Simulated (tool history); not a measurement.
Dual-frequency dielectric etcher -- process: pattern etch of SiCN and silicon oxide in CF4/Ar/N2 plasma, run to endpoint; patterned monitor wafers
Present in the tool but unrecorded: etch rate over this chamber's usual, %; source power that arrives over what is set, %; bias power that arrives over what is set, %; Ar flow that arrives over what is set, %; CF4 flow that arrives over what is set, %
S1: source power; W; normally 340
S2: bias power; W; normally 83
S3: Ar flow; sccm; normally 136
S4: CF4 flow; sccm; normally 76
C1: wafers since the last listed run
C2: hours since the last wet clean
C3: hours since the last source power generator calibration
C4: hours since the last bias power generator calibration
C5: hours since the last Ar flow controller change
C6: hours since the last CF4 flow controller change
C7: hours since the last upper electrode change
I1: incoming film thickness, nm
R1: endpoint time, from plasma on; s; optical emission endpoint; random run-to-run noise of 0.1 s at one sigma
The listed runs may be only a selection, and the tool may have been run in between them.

{"run": 1, "hour": 0.0, "S1": 340, "S2": 83, "S3": 136, "S4": 76, "C1": 0, "C2": 294.7, "C3": 1411.9, "C4": 2418, "C5": 1758.3, "C6": 1259.3, "C7": 3019.4, "I1": 8.93, "R1": 13.4}
{"run": 2, "hour": 9.3, "S1": 340, "S2": 83, "S3": 136, "S4": 76, "C1": 178, "C2": 304, "C3": 1421.2, "C4": 2427.3, "C5": 1767.6, "C6": 1268.6, "C7": 3028.7, "I1": 8.84, "R1": 12.8}
{"run": 3, "hour": 16.8, "S1": 340, "S2": 83, "S3": 136, "S4": 76, "C1": 143, "C2": 311.5, "C3": 1428.7, "C4": 2434.8, "C5": 1775.1, "C6": 1276.1, "C7": 3036.2, "I1": 8.93, "R1": 13.3}
{"run": 4, "hour": 25.3, "S1": 340, "S2": 83, "S3": 136, "S4": 76, "C1": 163, "C2": 320, "C3": 1437.2, "C4": 2443.3, "C5": 1783.6, "C6": 1284.6, "C7": 3044.7, "I1": 8.97, "R1": 13.2}
{"run": 5, "hour": 36.9, "S1": 340, "S2": 83, "S3": 136, "S4": 76, "C1": 222, "C2": 331.6, "C3": 1448.8, "C4": 2454.9, "C5": 1795.2, "C6": 1296.2, "C7": 3056.3, "I1": 8.93, "R1": 13.2}
{"run": 6, "hour": 47.6, "S1": 340, "S2": 83, "S3": 136, "S4": 76, "C1": 205, "C2": 342.3, "C3": 1459.5, "C4": 2465.6, "C5": 1805.9, "C6": 1306.9, "C7": 3067, "I1": 8.8, "R1": 13}
{"run": 7, "hour": 64.0, "S1": 310, "S2": 83, "S3": 136, "S4": 76, "C1": 314, "C2": 358.7, "C3": 1475.9, "C4": 2482, "C5": 1822.3, "C6": 1323.3, "C7": 3083.4, "I1": 8.93, "R1": 14.6}
{"run": 8, "hour": 73.4, "S1": 310, "S2": 83, "S3": 136, "S4": 76, "C1": 180, "C2": 368.1, "C3": 1485.3, "C4": 2491.4, "C5": 1831.7, "C6": 1332.7, "C7": 3092.8, "I1": 8.87, "R1": 14.5}
{"run": 9, "hour": 82.9, "S1": 310, "S2": 83, "S3": 136, "S4": 76, "C1": 182, "C2": 377.6, "C3": 1494.8, "C4": 2500.9, "C5": 1841.2, "C6": 1342.2, "C7": 3102.3, "I1": 8.87, "R1": 14.3}
{"hour": 94.7, "done": "CF4 flow controller replaced"}
{"hour": 118.1, "done": "source power generator calibrated"}
{"hour": 137.8, "done": "Ar flow controller replaced"}
{"hour": 140.7, "done": "upper electrode replaced"}
{"hour": 150.1, "done": "wet clean of the chamber"}
{"run": 10, "hour": 150.6, "S1": 340, "S2": 83, "S3": 136, "S4": 76, "C1": 756, "C2": 0.5, "C3": 32.5, "C4": 2568.6, "C5": 12.8, "C6": 55.9, "C7": 9.9, "I1": 8.97, "R1": 13.3}
{"run": 11, "hour": 150.9, "S1": 370, "S2": 83, "S3": 136, "S4": 68, "C1": 5, "C2": 0.8, "C3": 32.8, "C4": 2568.9, "C5": 13.1, "C6": 56.2, "C7": 10.2, "I1": 8.92, "R1": 12.2}
{"hour": 158.0, "done": "bias power generator calibrated"}
{"run": 12, "hour": 158.5, "S1": 340, "S2": 83, "S3": 136, "S4": 64, "C1": 69, "C2": 8.4, "C3": 40.4, "C4": 0.5, "C5": 20.7, "C6": 63.8, "C7": 17.8, "I1": 8.84, "R1": 13.4}
{"run": 13, "hour": 170.3, "S1": 280, "S2": 83, "S3": 136, "S4": 76, "C1": 226, "C2": 20.2, "C3": 52.2, "C4": 12.3, "C5": 32.5, "C6": 75.6, "C7": 29.6, "I1": 8.89, "R1": 16.6}
{"run": 14, "hour": 178.7, "S1": 270, "S2": 90, "S3": 154, "S4": 57, "C1": 161, "C2": 28.6, "C3": 60.6, "C4": 20.7, "C5": 40.9, "C6": 84, "C7": 38, "I1": 8.92, "R1": 17.2}
{"run": 15, "hour": 194.8, "S1": 270, "S2": 83, "S3": 107, "S4": 88, "C1": 308, "C2": 44.7, "C3": 76.7, "C4": 36.8, "C5": 57, "C6": 100.1, "C7": 54.1, "I1": 8.89, "R1": 16.3}
{"run": 16, "hour": 212.1, "S1": 340, "S2": 83, "S3": 136, "S4": 76, "C1": 331, "C2": 62, "C3": 94, "C4": 54.1, "C5": 74.3, "C6": 117.4, "C7": 71.4, "I1": 8.85, "R1": 13}
{"run": 17, "hour": 218.3, "S1": 340, "S2": 83, "S3": 136, "S4": 76, "C1": 118, "C2": 68.2, "C3": 100.2, "C4": 60.3, "C5": 80.5, "C6": 123.6, "C7": 77.6, "I1": 8.96, "R1": 13}
{"run": 18, "hour": 229.6, "S1": 340, "S2": 64, "S3": 136, "S4": 64, "C1": 216, "C2": 79.5, "C3": 111.5, "C4": 71.6, "C5": 91.8, "C6": 134.9, "C7": 88.9, "I1": 8.88, "R1": 15.8}
{"run": 19, "hour": 237.9, "S1": 390, "S2": 83, "S3": 136, "S4": 67, "C1": 159, "C2": 87.8, "C3": 119.8, "C4": 79.9, "C5": 100.1, "C6": 143.2, "C7": 97.2, "I1": 8.96, "R1": 11.4}
{"run": 20, "hour": 247.4, "S1": 310, "S2": 76, "S3": 113, "S4": 61, "C1": 182, "C2": 97.3, "C3": 129.3, "C4": 89.4, "C5": 109.6, "C6": 152.7, "C7": 106.7, "I1": 8.93, "R1": 15.5}

Forecast each of these 4 alternatives for the next run:
{"run": "A", "hour": 247.8, "S1": 340, "S2": 83, "S3": 136, "S4": 76, "C1": 7, "C2": 97.7, "C3": 129.7, "C4": 89.8, "C5": 110, "C6": 153.1, "C7": 107.1, "I1": 8.87, "R1": "?"}
{"run": "B", "hour": 247.8, "S1": 380, "S2": 83, "S3": 113, "S4": 88, "C1": 7, "C2": 97.7, "C3": 129.7, "C4": 89.8, "C5": 110, "C6": 153.1, "C7": 107.1, "I1": 8.87, "R1": "?"}
{"run": "C", "hour": 247.8, "S1": 340, "S2": 83, "S3": 136, "S4": 60, "C1": 7, "C2": 97.7, "C3": 129.7, "C4": 89.8, "C5": 110, "C6": 153.1, "C7": 107.1, "I1": 8.87, "R1": "?"}
{"run": "D", "hour": 247.8, "S1": 410, "S2": 83, "S3": 136, "S4": 88, "C1": 7, "C2": 97.7, "C3": 129.7, "C4": 89.8, "C5": 110, "C6": 153.1, "C7": 107.1, "I1": 8.87, "R1": "?"}

run=A R1=13
run=B R1=11
run=C R1=13.4
run=D R1=10.4
With the hidden condition removed and each run's random variation left untouched, the same runs would have given:
run=A R1=13
run=B R1=11
run=C R1=13.4
run=D R1=10.4
